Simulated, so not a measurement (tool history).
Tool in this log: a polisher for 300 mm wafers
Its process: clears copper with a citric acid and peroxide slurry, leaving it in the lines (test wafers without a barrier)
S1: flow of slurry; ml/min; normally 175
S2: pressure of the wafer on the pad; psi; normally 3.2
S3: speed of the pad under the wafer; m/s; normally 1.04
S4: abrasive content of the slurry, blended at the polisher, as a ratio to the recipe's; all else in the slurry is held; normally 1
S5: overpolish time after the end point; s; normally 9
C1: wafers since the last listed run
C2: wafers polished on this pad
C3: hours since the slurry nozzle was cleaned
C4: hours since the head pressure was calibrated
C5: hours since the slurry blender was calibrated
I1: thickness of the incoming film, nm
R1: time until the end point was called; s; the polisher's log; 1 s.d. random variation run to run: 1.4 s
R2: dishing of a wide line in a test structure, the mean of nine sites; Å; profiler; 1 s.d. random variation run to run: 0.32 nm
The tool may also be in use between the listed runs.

run	hour	S1	S2	S3	S4	S5	C1	C2	C3	C4	C5	I1	R1	R2
1	0	175	3.2	1.04	0.9	9	0	187	305.2	542.9	285	238	104.2	165
# hour 8.5: slurry blender recalibrated
2	36.7	175	3.2	1.04	1	9	184	371	341.9	579.6	28.2	241	94.9	183
3	102.7	175	3.2	1.04	1	9	350	721	407.9	645.6	94.2	239	95.2	177
# hour 134.4: worn pad replaced by a new one
4	170.6	175	3.2	1.04	1	9	339	192	475.8	713.5	162.1	238.5	98.9	174
5	240.8	175	3.2	1.12	1	9	372	565	546	783.7	232.3	240.4	93.1	180
6	269	175	3.2	1.12	1	9	149	714	574.2	811.9	260.5	237.9	93.5	185
# hour 304.7: worn pad replaced by a new one
# hour 309.8: slurry blender recalibrated
# hour 322.2: head pressure recalibrated
7	335.5	175	3.2	1.04	1	9	310	142	640.7	13.3	25.7	239.9	92.8	183
8	363	175	3.2	1.04	1	9	145	288	668.2	40.8	53.2	245.7	97.4	178
9	388.7	175	3.2	1.04	1	9	136	424	693.9	66.5	78.9	243.7	97.2	178
10	457.6	220	3.2	1.04	1	7	365	790	762.8	135.4	147.8	242.5	94.3	143
# hour 478.4: worn pad replaced by a new one
11	494.2	235	3.2	1.04	1.1	9	173	83	799.4	172	184.4	241.1	95.7	183
# hour 557.1: slurry nozzle cleaned
# hour 560: slurry blender recalibrated
12	565.4	175	3.2	1.18	0.75	5	362	445	8.3	243.2	5.4	234.8	87.6	113
13	610.5	195	3.2	0.78	0.8	9	239	685	53.4	288.3	50.5	240.7	129.2	131
# hour 620.8: worn pad replaced by a new one
14	639.1	175	3.2	1.2	1	7	130	97	82	316.9	79.1	240.3	85.2	161
15	706.8	175	4.1	1.04	1.25	9	359	456	149.7	384.6	146.8	244.9	75.1	233
16	749.8	155	2.4	0.88	1	5	228	685	192.7	427.6	189.8	242.2	162.3	62
# hour 784.9: worn pad replaced by a new one
17	816.9	120	3.2	0.92	0.7	7	334	169	259.8	494.7	256.9	240.3	127.1	107

Forecast each of these 5 alternatives for the next run:
A	817.3	175	3.2	1.04	1	9	2	171	260.2	495.1	257.3	235.8	?	?
B	817.3	150	2.5	1.04	0.7	8	2	171	260.2	495.1	257.3	235.8	?	?
C	817.3	175	3.2	1.38	1	9	2	171	260.2	495.1	257.3	235.8	?	?
D	817.3	175	3.2	0.78	1	12	2	171	260.2	495.1	257.3	235.8	?	?
E	817.3	175	2.9	0.84	1	9	2	171	260.2	495.1	257.3	235.8	?	?

run	R1	R2
A	98.4	172
B	136.7	112
C	74.9	223
D	129.5	175
E	132.8	129
Stripped of hidden state, with their random variation kept, the same runs would have yielded:
run	R1	R2
A	89.8	188
B	125.3	122
C	68.4	242
D	118.2	190
E	121.2	141
